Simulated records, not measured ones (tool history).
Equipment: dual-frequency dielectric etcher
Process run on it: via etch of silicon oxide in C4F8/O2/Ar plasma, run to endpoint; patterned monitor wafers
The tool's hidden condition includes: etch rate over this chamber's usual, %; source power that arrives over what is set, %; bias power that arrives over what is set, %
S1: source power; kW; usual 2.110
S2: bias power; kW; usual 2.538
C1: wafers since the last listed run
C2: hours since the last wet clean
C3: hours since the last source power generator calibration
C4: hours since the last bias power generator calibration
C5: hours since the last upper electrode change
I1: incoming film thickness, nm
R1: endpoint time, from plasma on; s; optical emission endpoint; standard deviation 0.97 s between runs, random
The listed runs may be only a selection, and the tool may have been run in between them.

Run 1, hour 0.0: usual settings; C1 0; C2 41.9; C3 2967.6; C4 3341.4; C5 2047.3; I1 1621.3. Result: R1 304.2 s.
Run 2, hour 11.3: usual settings; C1 34; C2 53.2; C3 2978.9; C4 3352.7; C5 2058.6; I1 1637.6. Result: R1 306.9 s.
Run 3, hour 20.2: usual settings; C1 27; C2 62.1; C3 2987.8; C4 3361.6; C5 2067.5; I1 1634.7. Result: R1 305.6 s.
Run 4, hour 35.4: usual settings; C1 46; C2 77.3; C3 3003.0; C4 3376.8; C5 2082.7; I1 1647.1. Result: R1 308.8 s.
Run 5, hour 48.5: usual settings; C1 40; C2 90.4; C3 3016.1; C4 3389.9; C5 2095.8; I1 1632.2. Result: R1 306.7 s.
Run 6, hour 55.8: usual settings; C1 22; C2 97.7; C3 3023.4; C4 3397.2; C5 2103.1; I1 1637.3. Result: R1 308.7 s.
Run 7, hour 66.6: usual settings; C1 33; C2 108.5; C3 3034.2; C4 3408.0; C5 2113.9; I1 1650.9. Result: R1 310.4 s.
Run 8, hour 75.9: usual settings; C1 28; C2 117.8; C3 3043.5; C4 3417.3; C5 2123.2; I1 1648.0. Result: R1 310.2 s.
Run 9, hour 85.9: usual settings; C1 30; C2 127.8; C3 3053.5; C4 3427.3; C5 2133.2; I1 1627.5. Result: R1 305.7 s.
Run 10, hour 98.7: usual settings; C1 39; C2 140.6; C3 3066.3; C4 3440.1; C5 2146.0; I1 1640.0. Result: R1 309.8 s.
Run 11, hour 139.4: usual settings; C1 125; C2 181.3; C3 3107.0; C4 3480.8; C5 2186.7; I1 1635.0. Result: R1 308.5 s.
Run 12, hour 154.5: usual settings; C1 46; C2 196.4; C3 3122.1; C4 3495.9; C5 2201.8; I1 1657.5. Result: R1 314.6 s.
Run 13, hour 171.9: usual settings; C1 53; C2 213.8; C3 3139.5; C4 3513.3; C5 2219.2; I1 1648.5. Result: R1 311.2 s.
Run 14, hour 179.3: usual settings; C1 22; C2 221.2; C3 3146.9; C4 3520.7; C5 2226.6; I1 1649.4. Result: R1 311.5 s.
At hour 202.0: bias power generator calibrated.
Run 15, hour 205.6: usual settings; C1 68; C2 247.5; C3 3173.2; C4 3.6; C5 2252.9; I1 1635.4. Result: R1 308.8 s.
Run 16, hour 212.4: usual settings; C1 20; C2 254.3; C3 3180.0; C4 10.4; C5 2259.7; I1 1616.4. Result: R1 305.3 s.
Run 17, hour 223.8: usual settings; C1 35; C2 265.7; C3 3191.4; C4 21.8; C5 2271.1; I1 1653.5. Result: R1 314.2 s.
Run 18, hour 233.7: usual settings; C1 30; C2 275.6; C3 3201.3; C4 31.7; C5 2281.0; I1 1639.6. Result: R1 310.4 s.
Run 19, hour 244.0: usual settings but S1 1.890 kW, S2 2.346 kW; C1 31; C2 285.9; C3 3211.6; C4 42.0; C5 2291.3; I1 1636.0. Result: R1 331.6 s.
At hour 300.5: source power generator calibrated.
At hour 311.1: upper electrode replaced.
Run 20, hour 311.6: usual settings; C1 163; C2 353.5; C3 11.1; C4 109.6; C5 0.5; I1 1642.4. Result: R1 312.7 s.
Run 21, hour 312.1: usual settings but S1 1.770 kW, S2 2.053 kW; C1 1; C2 354.0; C3 11.6; C4 110.1; C5 1.0; I1 1636.2. Result: R1 360.2 s.
At hour 343.8: wet clean of the chamber.
Run 22, hour 344.3: usual settings but S1 1.810 kW, S2 2.241 kW; C1 25; C2 0.5; C3 43.8; C4 142.3; C5 33.2; I1 1657.5. Result: R1 344.6 s.
Run 23, hour 344.7: usual settings but S1 2.380 kW, S2 1.933 kW; C1 1; C2 0.9; C3 44.2; C4 142.7; C5 33.6; I1 1635.5. Result: R1 318.1 s.
Run 24, hour 348.5: usual settings but S2 3.064 kW; C1 11; C2 4.7; C3 48.0; C4 146.5; C5 37.4; I1 1644.9. Result: R1 288.1 s.
Run 25, hour 360.8: usual settings but S1 2.620 kW, S2 2.945 kW; C1 37; C2 17.0; C3 60.3; C4 158.8; C5 49.7; I1 1643.2. Result: R1 268.1 s.
Run 26, hour 375.7: usual settings; C1 45; C2 31.9; C3 75.2; C4 173.7; C5 64.6; I1 1652.2. Result: R1 309.2 s.
Run 27, hour 392.7: usual settings; C1 52; C2 48.9; C3 92.2; C4 190.7; C5 81.6; I1 1625.8. Result: R1 304.2 s.
Run 28, hour 406.5: usual settings; C1 42; C2 62.7; C3 106.0; C4 204.5; C5 95.4; I1 1627.3. Result: R1 303.9 s.
Run 29, hour 414.3: usual settings but S1 1.800 kW, S2 3.092 kW; C1 24; C2 70.5; C3 113.8; C4 212.3; C5 103.2; I1 1634.5. Result: R1 303.9 s.
Run 30, hour 427.1: usual settings; C1 39; C2 83.3; C3 126.6; C4 225.1; C5 116.0; I1 1638.1. Result: R1 306.1 s.
Run 31, hour 442.0: usual settings; C1 45; C2 98.2; C3 141.5; C4 240.0; C5 130.9; I1 1635.4. Result: R1 307.3 s.
Run 32, hour 455.6: usual settings but S1 1.840 kW; C1 41; C2 111.8; C3 155.1; C4 253.6; C5 144.5; I1 1639.7. Result: R1 324.9 s.
Run 33, hour 471.0: usual settings but S1 2.390 kW; C1 47; C2 127.2; C3 170.5; C4 269.0; C5 159.9; I1 1631.7. Result: R1 291.2 s.
Run 34, hour 481.1: usual settings but S1 1.750 kW, S2 2.875 kW; C1 31; C2 137.3; C3 180.6; C4 279.1; C5 170.0; I1 1649.3. Result: R1 318.8 s.

Each row is a separate what-if for the run after 34, all from the same tool condition, not one after another. Results?
Run A, hour 481.6: usual settings; C1 1; C2 137.8; C3 181.1; C4 279.6; C5 170.5; I1 1636.3. Result: R1 ?.
Run B, hour 481.6: usual settings but S1 1.870 kW, S2 3.072 kW; C1 1; C2 137.8; C3 181.1; C4 279.6; C5 170.5; I1 1636.3. Result: R1 ?.
Run C, hour 481.6: usual settings but S1 1.690 kW, S2 2.335 kW; C1 1; C2 137.8; C3 181.1; C4 279.6; C5 170.5; I1 1636.3. Result: R1 ?.
Run D, hour 481.6: usual settings but S1 2.540 kW, S2 3.072 kW; C1 1; C2 137.8; C3 181.1; C4 279.6; C5 170.5; I1 1636.3. Result: R1 ?.
Run E, hour 481.6: usual settings but S1 1.780 kW, S2 2.737 kW; C1 1; C2 137.8; C3 181.1; C4 279.6; C5 170.5; I1 1636.3. Result: R1 ?.

run     R1
  A  308.2
  B  302.6
  C  346.5
  D  268.3
  E  321.3
With the hidden condition removed and each run's random variation left untouched, the same runs would have given:
run     R1
  A  307.2
  B  301.7
  C  345.4
  D  267.4
  E  320.3
